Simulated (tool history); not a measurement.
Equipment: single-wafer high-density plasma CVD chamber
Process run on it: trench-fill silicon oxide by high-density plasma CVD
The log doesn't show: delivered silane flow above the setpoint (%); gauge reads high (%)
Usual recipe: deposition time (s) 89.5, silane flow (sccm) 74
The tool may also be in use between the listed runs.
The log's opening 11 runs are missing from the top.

run      day  deposition time (s)  silane flow (sccm)  wafers since the last listed run  hours since the silane flow controller was replaced  hours since the gauge calibration  read-back reference wafer on the same gauge, thickness_nm  mean film thickness on the monitor wafer (angstrom)
 12   32.183                 80.3                  74                              1376                                               1486.9                             2503.8                                                    627.412                                              5576.23
 13   35.608                 80.3                  74                              1827                                               1569.1                               2586                                                    626.577                                              5592.89
 14   39.775                 89.5                  74                              2223                                               1669.1                               2686                                                     623.43                                              6219.29
 15   42.908                 89.5                  74                              1671                                               1744.3                             2761.2                                                    623.545                                              6191.52
 16   44.742                 89.5                  74                               978                                               1788.3                             2805.2                                                     622.72                                              6181.41
 17   47.029                 89.5                  74                              1220                                               1843.2                             2860.1                                                    621.956                                              6215.39
      48.592  -- gauge calibrated
 18   55.888                 74.3                  84                              4726                                               2055.8                              175.1                                                    647.502                                              6008.86
 19   58.104                 74.3                  84                              1182                                                 2109                              228.3                                                     647.11                                              5955.14
 20   59.842                 74.5                  63                               927                                               2150.7                                270                                                    647.921                                              4678.37
 21   62.054                 89.5                  70                              1180                                               2203.8                              323.1                                                    647.353                                              6166.26
 22   65.417                 75.6                  69                              1793                                               2284.5                              403.8                                                    646.024                                              5095.31
 23     68.1                 72.3                  87                              1431                                               2348.9                              468.2                                                    647.239                                              6003.37
      69.429  -- silane flow controller replaced
 24   72.383                 89.5                  74                              2107                                                 70.9                                571                                                    645.356                                              6445.34
 25   76.292                 76.1                  82                              2085                                                164.7                              664.8                                                    647.168                                              5993.82
 26    78.05                 99.2                  65                               938                                                206.9                                707                                                     646.26                                              6363.18
 27   81.871                 74.2                  74                              2038                                                298.6                              798.7                                                    646.293                                              5310.86
 28   83.767                 97.6                  74                              1011                                                344.1                              844.2                                                    644.981                                              7003.69
 29   88.096                 73.8                  67                              2309                                                  448                              948.1                                                    645.424                                              4840.26
 30   90.338                 97.6                  78                              1195                                                501.8                             1001.9                                                    644.736                                              7337.95
 31   93.879                 82.5                  79                              1889                                                586.8                             1086.9                                                    644.379                                              6291.44
 32    96.95                 89.5                  74                              1638                                                660.5                             1160.6                                                    643.356                                              6419.66
 33  100.388                 89.5                  74                              1834                                                  743                             1243.1                                                    643.169                                              6401.42
 34  103.375                 89.5                  60                              1593                                                814.7                             1314.8                                                    642.696                                              5234.51

Consider 3 possible next runs. They are alternatives, not a sequence: every one starts from the tool as it was left by run 34. What does each give?
  A  103.392                 89.5                  74                                 8                                                815.1                             1315.2                                                          ?                                                    ?
  B  103.392                103.1                  70                                 8                                                815.1                             1315.2                                                          ?                                                    ?
  C  103.392                 72.2                  67                                 8                                                815.1                             1315.2                                                          ?                                                    ?

run  read-back reference wafer on the same gauge, thickness_nm  mean film thickness on the monitor wafer (angstrom)
  A                                                    641.739                                              6388.61
  B                                                    641.739                                              7000.26
  C                                                    641.739                                              4713.59
With no hidden state in the tool, these same runs would have given:
run  mean film thickness on the monitor wafer (angstrom)
  A                                              6435.89
  B                                              7052.07
  C                                              4748.48

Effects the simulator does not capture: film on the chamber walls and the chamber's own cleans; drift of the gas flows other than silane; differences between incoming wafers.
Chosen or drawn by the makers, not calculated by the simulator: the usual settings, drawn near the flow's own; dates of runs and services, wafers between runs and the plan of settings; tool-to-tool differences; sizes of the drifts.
